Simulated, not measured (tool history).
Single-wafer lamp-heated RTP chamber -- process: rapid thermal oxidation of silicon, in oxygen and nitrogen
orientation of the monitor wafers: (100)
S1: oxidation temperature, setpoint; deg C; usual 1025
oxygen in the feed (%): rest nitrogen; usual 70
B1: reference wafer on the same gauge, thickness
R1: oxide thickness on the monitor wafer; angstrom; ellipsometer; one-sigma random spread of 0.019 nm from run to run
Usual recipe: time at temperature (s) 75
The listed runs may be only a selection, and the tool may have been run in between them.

Run 1, hour 0: usual settings but S1 1047 deg C; B1 5.767. Result: R1 76.43 angstrom.
Run 2, hour 24.1: usual settings but S1 1047 deg C; B1 5.772. Result: R1 76.12 angstrom.
Run 3, hour 69.1: usual settings but S1 1047 deg C; B1 5.771. Result: R1 76.67 angstrom.
At hour 81.4: pyrometer window cleaned and pyrometer calibrated.
Run 4, hour 116: usual settings; B1 5.772. Result: R1 64.77 angstrom.
Run 5, hour 171.3: usual settings; B1 5.773. Result: R1 65.17 angstrom.
Run 6, hour 209.7: usual settings; B1 5.776. Result: R1 65.14 angstrom.
At hour 355.3: pyrometer window cleaned and pyrometer calibrated.
Run 7, hour 405.7: usual settings; B1 5.769. Result: R1 64.4 angstrom.
Run 8, hour 443.5: usual settings but S1 1045 deg C, time at temperature (s) 52; B1 5.778. Result: R1 63.39 angstrom.
Run 9, hour 506.4: usual settings but S1 1045 deg C, time at temperature (s) 52; B1 5.769. Result: R1 63.87 angstrom.
Run 10, hour 531.6: usual settings but S1 1045 deg C, time at temperature (s) 52; B1 5.772. Result: R1 64.02 angstrom.
Run 11, hour 558: usual settings but S1 1047 deg C, time at temperature (s) 63, oxygen in the feed (%) 62; B1 5.774. Result: R1 67.37 angstrom.
At hour 576.5: gauge calibrated.
At hour 609.9: pyrometer window cleaned and pyrometer calibrated.
Run 12, hour 625.8: usual settings but S1 1012 deg C, time at temperature (s) 58, oxygen in the feed (%) 81; B1 5.768. Result: R1 55.02 angstrom.
Run 13, hour 660: usual settings but S1 1009 deg C, time at temperature (s) 89; B1 5.765. Result: R1 62.26 angstrom.
Run 14, hour 728.2: usual settings; B1 5.767. Result: R1 65.61 angstrom.
At hour 788: oxygen flow controller replaced.
Run 15, hour 788.5: usual settings but S1 1015 deg C; B1 5.778. Result: R1 60.94 angstrom.
Run 16, hour 832.1: usual settings but S1 1047 deg C; B1 5.772. Result: R1 76.1 angstrom.
At hour 846: pyrometer window cleaned and pyrometer calibrated.
Run 17, hour 862.2: usual settings but S1 1034 deg C, oxygen in the feed (%) 57; B1 5.78. Result: R1 63.83 angstrom.
Run 18, hour 923.8: usual settings but S1 1008 deg C, time at temperature (s) 47, oxygen in the feed (%) 98; B1 5.77. Result: R1 53.24 angstrom.
Run 19, hour 961.4: usual settings; B1 5.775. Result: R1 65.37 angstrom.
Run 20, hour 995.6: usual settings but S1 1049 deg C, time at temperature (s) 112, oxygen in the feed (%) 91; B1 5.769. Result: R1 102.19 angstrom.

Below, some changes in R1 between adjacent runs. For each, the amount present without the hidden state too (settings, incoming material, random variation) and the amount remaining for the hidden state with gauge scatter not shared by both compared results:
What the log doesn't record here: true wafer temperature minus pyrometer reading, K; deviation of the oxygen flow from its setpoint, %; gauge reads high (%).
Run 3 -> 4: S1 1047 -> 1025, pyrometer window cleaned and pyrometer calibrated. R1 -11.9 angstrom: hidden state -1.04, all else -10.86.
Run 11 -> 12: S1 1047 -> 1012, time at temperature (s) 63 -> 58, oxygen in the feed (%) 62 -> 81, gauge calibrated, pyrometer window cleaned and pyrometer calibrated. R1 -12.35 angstrom: hidden state -1.09, all else -11.26.
Run 15 -> 16: S1 1015 -> 1047. R1 +15.16 angstrom: hidden state +0.31, all else +14.85.
Run 19 -> 20: S1 1025 -> 1049, time at temperature (s) 75 -> 112, oxygen in the feed (%) 70 -> 91. R1 +36.82 angstrom: hidden state +0.93, all else +35.89.
